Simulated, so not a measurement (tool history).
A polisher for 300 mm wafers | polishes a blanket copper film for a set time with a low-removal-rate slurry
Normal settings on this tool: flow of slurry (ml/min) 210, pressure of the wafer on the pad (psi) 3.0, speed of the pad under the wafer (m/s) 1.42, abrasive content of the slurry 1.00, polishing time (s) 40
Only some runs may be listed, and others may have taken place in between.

run,day,flow of slurry (ml/min),pressure of the wafer on the pad (psi),speed of the pad under the wafer (m/s),abrasive content of the slurry,polishing time (s),wafers since the last listed run,wafers polished on this pad,hours since the slurry nozzle was cleaned,hours since the head pressure was calibrated,hours since the slurry blender was calibrated,"incoming thickness of the incoming film, nm",film removed (nm)
1,0.000,210,3.0,1.42,1.00,40,0,888,622.7,359.1,0.0,943.1,162.3
# day 0.233: worn pad replaced by a new one
2,0.633,210,3.0,1.42,1.00,40,167,143,637.9,374.3,15.2,915.4,161.8
3,1.017,210,3.0,1.42,1.00,40,137,280,647.1,383.5,24.4,942.8,161.9
4,1.312,210,3.0,1.42,1.00,33,106,386,654.2,390.6,31.5,940.4,135.6
5,1.575,210,2.2,1.42,1.10,40,94,480,660.5,396.9,37.8,926.1,121.9
6,2.179,210,2.2,1.42,1.10,40,216,697,675.0,411.4,52.3,913.5,121.8
# day 2.554: worn pad replaced by a new one
7,2.617,210,2.2,1.42,1.10,40,97,22,685.5,421.9,62.8,951.0,121.6
8,2.992,230,3.0,1.42,1.00,40,134,156,694.5,430.9,71.8,932.1,162.1
9,3.338,230,3.0,1.42,1.00,40,123,280,702.8,439.2,80.1,929.3,168.5
10,4.896,210,3.0,1.42,1.00,40,558,839,740.2,476.6,117.5,925.5,161.0
# day 5.100: worn pad replaced by a new one
11,5.275,210,3.0,1.42,1.00,40,76,63,749.3,485.7,126.6,927.7,163.6
# day 6.817: slurry nozzle cleaned
# day 7.454: worn pad replaced by a new one
12,7.475,210,3.0,1.42,1.00,40,713,7,15.8,538.5,179.4,937.5,158.2
13,7.750,210,3.0,1.42,1.00,40,98,106,22.4,545.1,186.0,929.0,161.6
14,8.288,235,3.0,1.42,1.00,40,192,298,35.3,558.0,198.9,935.9,165.3
15,8.596,210,3.0,1.42,0.85,40,110,409,42.7,565.4,206.3,939.2,156.8
# day 9.008: slurry blender recalibrated
16,9.029,210,3.9,1.42,1.00,27,125,534,53.1,575.8,0.5,940.2,141.6
17,9.254,210,3.0,1.42,1.00,35,80,615,58.5,581.2,5.9,943.2,144.2
18,9.946,210,3.0,1.42,1.00,40,247,863,75.1,597.8,22.5,924.5,161.5
# day 10.333: head pressure recalibrated
# day 10.488: worn pad replaced by a new one
19,10.508,210,3.0,1.42,1.00,53,117,7,88.6,4.2,36.0,908.8,217.9
20,11.483,210,3.0,1.90,1.00,35,349,356,112.0,27.6,59.4,928.6,191.9
21,11.929,210,3.0,1.00,1.00,40,159,516,122.7,38.3,70.1,935.4,114.4
22,12.354,140,3.9,1.20,1.25,40,152,669,132.9,48.5,80.3,915.8,178.1
23,12.658,210,3.0,1.72,1.00,53,109,778,140.2,55.8,87.6,913.2,256.4
# day 13.046: worn pad replaced by a new one
24,13.354,210,3.0,1.42,1.00,40,189,110,156.9,72.5,104.3,920.8,161.8
25,13.617,160,2.5,1.42,1.00,34,94,204,163.2,78.8,110.6,919.2,111.8

Below are 5 alternative next runs, each starting from the tool's condition after run 25. Predict each:
A,13.633,210,3.0,1.42,1.00,40,5,210,163.6,79.2,111.0,936.1,?
B,13.633,140,3.0,1.42,1.00,45,5,210,163.6,79.2,111.0,936.1,?
C,13.633,210,3.3,0.94,0.80,40,5,210,163.6,79.2,111.0,936.1,?
D,13.633,210,3.0,1.42,1.00,46,5,210,163.6,79.2,111.0,936.1,?
E,13.633,210,2.7,1.88,1.25,32,5,210,163.6,79.2,111.0,936.1,?

run,film removed (nm)
A,160.5
B,170.6
C,111.4
D,184.6
E,160.7
With no hidden state in the tool, these same runs would have given:
run,film removed (nm)
A,160.5
B,170.6
C,111.4
D,184.6
E,160.7

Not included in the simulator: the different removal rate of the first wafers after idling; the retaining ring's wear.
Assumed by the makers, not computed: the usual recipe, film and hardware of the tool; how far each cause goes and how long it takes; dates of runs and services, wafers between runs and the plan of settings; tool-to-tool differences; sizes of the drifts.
